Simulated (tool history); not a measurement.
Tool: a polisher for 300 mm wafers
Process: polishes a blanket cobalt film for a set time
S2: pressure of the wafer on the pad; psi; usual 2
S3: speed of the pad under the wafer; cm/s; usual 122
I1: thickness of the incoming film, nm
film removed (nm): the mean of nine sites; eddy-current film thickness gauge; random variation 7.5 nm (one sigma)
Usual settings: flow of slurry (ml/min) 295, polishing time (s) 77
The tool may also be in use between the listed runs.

run 1 hour=0 | flow_of_slurry_(ml/min)=295 S2=2 S3=122 polishing_time_(s)=77 | I1=1331.1 | film_removed_(nm)=500.5
-- hour=18.8 worn pad replaced by a new one
run 2 hour=19.3 | flow_of_slurry_(ml/min)=295 S2=2 S3=122 polishing_time_(s)=77 | I1=1340.8 | film_removed_(nm)=525
run 3 hour=32.8 | flow_of_slurry_(ml/min)=295 S2=2 S3=122 polishing_time_(s)=77 | I1=1348 | film_removed_(nm)=528.2
run 4 hour=43.8 | flow_of_slurry_(ml/min)=295 S2=1.8 S3=122 polishing_time_(s)=77 | I1=1341.8 | film_removed_(nm)=475.7
run 5 hour=51.4 | flow_of_slurry_(ml/min)=295 S2=2.5 S3=122 polishing_time_(s)=64 | I1=1342.2 | film_removed_(nm)=546
run 6 hour=66.2 | flow_of_slurry_(ml/min)=295 S2=2 S3=122 polishing_time_(s)=77 | I1=1340.8 | film_removed_(nm)=514.8
run 7 hour=72.8 | flow_of_slurry_(ml/min)=295 S2=2 S3=122 polishing_time_(s)=77 | I1=1335.5 | film_removed_(nm)=511.2
run 8 hour=83.2 | flow_of_slurry_(ml/min)=295 S2=2 S3=122 polishing_time_(s)=77 | I1=1347.4 | film_removed_(nm)=503.1
run 9 hour=90.8 | flow_of_slurry_(ml/min)=295 S2=2.3 S3=122 polishing_time_(s)=77 | I1=1347.8 | film_removed_(nm)=569.9
-- hour=99.4 worn pad replaced by a new one
run 10 hour=100.8 | flow_of_slurry_(ml/min)=295 S2=2.3 S3=122 polishing_time_(s)=77 | I1=1358.1 | film_removed_(nm)=526.6
run 11 hour=107.9 | flow_of_slurry_(ml/min)=295 S2=2 S3=122 polishing_time_(s)=77 | I1=1349.8 | film_removed_(nm)=452.9
-- hour=121.6 slurry nozzle cleaned
run 12 hour=124.5 | flow_of_slurry_(ml/min)=295 S2=1.5 S3=158 polishing_time_(s)=77 | I1=1314.6 | film_removed_(nm)=438.3
-- hour=140.7 worn pad replaced by a new one, repeated, since the last time left the tool worse
run 13 hour=141.2 | flow_of_slurry_(ml/min)=240 S2=2 S3=122 polishing_time_(s)=51 | I1=1351.2 | film_removed_(nm)=345.3
run 14 hour=157.8 | flow_of_slurry_(ml/min)=390 S2=1.5 S3=98 polishing_time_(s)=61 | I1=1340.8 | film_removed_(nm)=258.8
run 15 hour=167.1 | flow_of_slurry_(ml/min)=295 S2=2 S3=122 polishing_time_(s)=77 | I1=1331.3 | film_removed_(nm)=517.8
-- hour=170.8 head pressure recalibrated
run 16 hour=181.7 | flow_of_slurry_(ml/min)=295 S2=2.4 S3=160 polishing_time_(s)=67 | I1=1317.2 | film_removed_(nm)=714.3
run 17 hour=195.5 | flow_of_slurry_(ml/min)=210 S2=1.6 S3=122 polishing_time_(s)=77 | I1=1358.6 | film_removed_(nm)=402.4
-- hour=219.9 worn pad replaced by a new one
run 18 hour=236.8 | flow_of_slurry_(ml/min)=295 S2=2.4 S3=122 polishing_time_(s)=66 | I1=1346 | film_removed_(nm)=546.9
run 19 hour=252.9 | flow_of_slurry_(ml/min)=295 S2=2 S3=154 polishing_time_(s)=77 | I1=1336.5 | film_removed_(nm)=643.8
run 20 hour=259.6 | flow_of_slurry_(ml/min)=370 S2=2.4 S3=164 polishing_time_(s)=57 | I1=1340.6 | film_removed_(nm)=628.7

4 ways to go on from here, each from the tool as it stands after run 20. What would each give?
run A hour=260.1 | flow_of_slurry_(ml/min)=295 S2=2 S3=122 polishing_time_(s)=77 | I1=1315.2 | film_removed_(nm)=?
run B hour=260.1 | flow_of_slurry_(ml/min)=295 S2=1.7 S3=122 polishing_time_(s)=77 | I1=1315.2 | film_removed_(nm)=?
run C hour=260.1 | flow_of_slurry_(ml/min)=205 S2=2 S3=122 polishing_time_(s)=53 | I1=1315.2 | film_removed_(nm)=?
run D hour=260.1 | flow_of_slurry_(ml/min)=295 S2=1.6 S3=122 polishing_time_(s)=102 | I1=1315.2 | film_removed_(nm)=?

run=A film_removed_(nm)=513.1
run=B film_removed_(nm)=436.2
run=C film_removed_(nm)=339.9
run=D film_removed_(nm)=543.8
Without the tool's hidden state the same runs would have given:
run=A film_removed_(nm)=528.7
run=B film_removed_(nm)=449.4
run=C film_removed_(nm)=350.2
run=D film_removed_(nm)=560.3
